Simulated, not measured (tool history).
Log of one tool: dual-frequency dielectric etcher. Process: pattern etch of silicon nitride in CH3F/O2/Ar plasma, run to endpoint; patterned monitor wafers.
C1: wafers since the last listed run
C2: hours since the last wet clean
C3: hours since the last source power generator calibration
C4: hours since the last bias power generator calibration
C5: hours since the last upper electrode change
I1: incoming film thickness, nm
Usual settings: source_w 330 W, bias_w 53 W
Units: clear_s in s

run 1 hour=0 | source_w=330 bias_w=53 | C1=0 C2=200.9 C3=1994.2 C4=2246.6 C5=4291.7 | I1=21.42 | clear_s=38
run 2 hour=13.2 | source_w=330 bias_w=53 | C1=244 C2=214.1 C3=2007.4 C4=2259.8 C5=4304.9 | I1=21.51 | clear_s=38.2
run 3 hour=27.5 | source_w=270 bias_w=56 | C1=264 C2=228.4 C3=2021.7 C4=2274.1 C5=4319.2 | I1=21.53 | clear_s=40.4
-- hour=35.2 source power generator calibrated
run 4 hour=62.2 | source_w=270 bias_w=56 | C1=568 C2=263.1 C3=27 C4=2308.8 C5=4353.9 | I1=21.59 | clear_s=40.5
run 5 hour=85.5 | source_w=270 bias_w=56 | C1=431 C2=286.4 C3=50.3 C4=2332.1 C5=4377.2 | I1=21.37 | clear_s=39.9
run 6 hour=119.9 | source_w=330 bias_w=53 | C1=637 C2=320.8 C3=84.7 C4=2366.5 C5=4411.6 | I1=21.46 | clear_s=38.3
run 7 hour=145.6 | source_w=270 bias_w=46 | C1=475 C2=346.5 C3=110.4 C4=2392.2 C5=4437.3 | I1=21.42 | clear_s=43.2
run 8 hour=174.3 | source_w=270 bias_w=46 | C1=531 C2=375.2 C3=139.1 C4=2420.9 C5=4466 | I1=21.5 | clear_s=43.8
run 9 hour=193.7 | source_w=270 bias_w=46 | C1=359 C2=394.6 C3=158.5 C4=2440.3 C5=4485.4 | I1=21.39 | clear_s=43.9
run 10 hour=222.9 | source_w=380 bias_w=61 | C1=540 C2=423.8 C3=187.7 C4=2469.5 C5=4514.6 | I1=21.43 | clear_s=35.2
run 11 hour=248.4 | source_w=330 bias_w=53 | C1=472 C2=449.3 C3=213.2 C4=2495 C5=4540.1 | I1=21.55 | clear_s=39.2
-- hour=329.1 wet clean of the chamber
run 12 hour=329.6 | source_w=330 bias_w=53 | C1=1059 C2=0.5 C3=294.4 C4=2576.2 C5=4621.3 | I1=21.76 | clear_s=38.4
run 13 hour=331.9 | source_w=290 bias_w=63 | C1=42 C2=2.8 C3=296.7 C4=2578.5 C5=4623.6 | I1=21.58 | clear_s=37.2
run 14 hour=350.6 | source_w=330 bias_w=53 | C1=346 C2=21.5 C3=315.4 C4=2597.2 C5=4642.3 | I1=21.6 | clear_s=38.4
run 15 hour=382.1 | source_w=260 bias_w=63 | C1=583 C2=53 C3=346.9 C4=2628.7 C5=4673.8 | I1=21.2 | clear_s=38.2
run 16 hour=400 | source_w=390 bias_w=45 | C1=331 C2=70.9 C3=364.8 C4=2646.6 C5=4691.7 | I1=21.69 | clear_s=38.2
run 17 hour=432.3 | source_w=270 bias_w=56 | C1=598 C2=103.2 C3=397.1 C4=2678.9 C5=4724 | I1=21.5 | clear_s=40.1
-- hour=472.9 upper electrode replaced
run 18 hour=514.1 | source_w=270 bias_w=41 | C1=1070 C2=185 C3=478.9 C4=2760.7 C5=41.2 | I1=21.56 | clear_s=45.2
run 19 hour=530.1 | source_w=270 bias_w=61 | C1=296 C2=201 C3=494.9 C4=2776.7 C5=57.2 | I1=21.49 | clear_s=39
run 20 hour=560.3 | source_w=360 bias_w=56 | C1=559 C2=231.2 C3=525.1 C4=2806.9 C5=87.4 | I1=21.64 | clear_s=36.9
run 21 hour=578 | source_w=380 bias_w=59 | C1=327 C2=248.9 C3=542.8 C4=2824.6 C5=105.1 | I1=21.57 | clear_s=35.5
run 22 hour=599.3 | source_w=380 bias_w=41 | C1=394 C2=270.2 C3=564.1 C4=2845.9 C5=126.4 | I1=21.77 | clear_s=41.2
-- hour=623.7 bias power generator calibrated
run 23 hour=625.1 | source_w=360 bias_w=53 | C1=403 C2=296 C3=589.9 C4=1.4 C5=152.2 | I1=21.49 | clear_s=37.4
run 24 hour=649.4 | source_w=330 bias_w=53 | C1=450 C2=320.3 C3=614.2 C4=25.7 C5=176.5 | I1=21.53 | clear_s=39
run 25 hour=681 | source_w=330 bias_w=53 | C1=585 C2=351.9 C3=645.8 C4=57.3 C5=208.1 | I1=21.48 | clear_s=38.9
run 26 hour=709.9 | source_w=300 bias_w=63 | C1=535 C2=380.8 C3=674.7 C4=86.2 C5=237 | I1=21.58 | clear_s=38.3
run 27 hour=724.8 | source_w=330 bias_w=53 | C1=275 C2=395.7 C3=689.6 C4=101.1 C5=251.9 | I1=21.48 | clear_s=39.1
run 28 hour=744.5 | source_w=370 bias_w=49 | C1=364 C2=415.4 C3=709.3 C4=120.8 C5=271.6 | I1=21.38 | clear_s=38.7
run 29 hour=770.6 | source_w=270 bias_w=59 | C1=483 C2=441.5 C3=735.4 C4=146.9 C5=297.7 | I1=21.33 | clear_s=40.3
run 30 hour=796.7 | source_w=330 bias_w=59 | C1=483 C2=467.6 C3=761.5 C4=173 C5=323.8 | I1=21.53 | clear_s=37.9
run 31 hour=813.1 | source_w=300 bias_w=63 | C1=303 C2=484 C3=777.9 C4=189.4 C5=340.2 | I1=21.27 | clear_s=37.8
run 32 hour=838.2 | source_w=330 bias_w=53 | C1=464 C2=509.1 C3=803 C4=214.5 C5=365.3 | I1=21.45 | clear_s=39.6
run 33 hour=872.9 | source_w=400 bias_w=53 | C1=642 C2=543.8 C3=837.7 C4=249.2 C5=400 | I1=21.42 | clear_s=37.1
run 34 hour=897.9 | source_w=280 bias_w=53 | C1=462 C2=568.8 C3=862.7 C4=274.2 C5=425 | I1=21.46 | clear_s=41.9

Forecast each of these 5 alternatives for the next run:
run A hour=898.3 | source_w=330 bias_w=53 | C1=7 C2=569.2 C3=863.1 C4=274.6 C5=425.4 | I1=21.66 | clear_s=?
run B hour=898.3 | source_w=250 bias_w=62 | C1=7 C2=569.2 C3=863.1 C4=274.6 C5=425.4 | I1=21.66 | clear_s=?
run C hour=898.3 | source_w=330 bias_w=48 | C1=7 C2=569.2 C3=863.1 C4=274.6 C5=425.4 | I1=21.66 | clear_s=?
run D hour=898.3 | source_w=380 bias_w=42 | C1=7 C2=569.2 C3=863.1 C4=274.6 C5=425.4 | I1=21.66 | clear_s=?
run E hour=898.3 | source_w=300 bias_w=60 | C1=7 C2=569.2 C3=863.1 C4=274.6 C5=425.4 | I1=21.66 | clear_s=?

run=A clear_s=39.7
run=B clear_s=41.3
run=C clear_s=41.1
run=D clear_s=40.9
run=E clear_s=39.3
Without the tool's hidden state the same runs would have given:
run=A clear_s=37.6
run=B clear_s=39.1
run=C clear_s=38.9
run=D clear_s=38.7
run=E clear_s=37.2

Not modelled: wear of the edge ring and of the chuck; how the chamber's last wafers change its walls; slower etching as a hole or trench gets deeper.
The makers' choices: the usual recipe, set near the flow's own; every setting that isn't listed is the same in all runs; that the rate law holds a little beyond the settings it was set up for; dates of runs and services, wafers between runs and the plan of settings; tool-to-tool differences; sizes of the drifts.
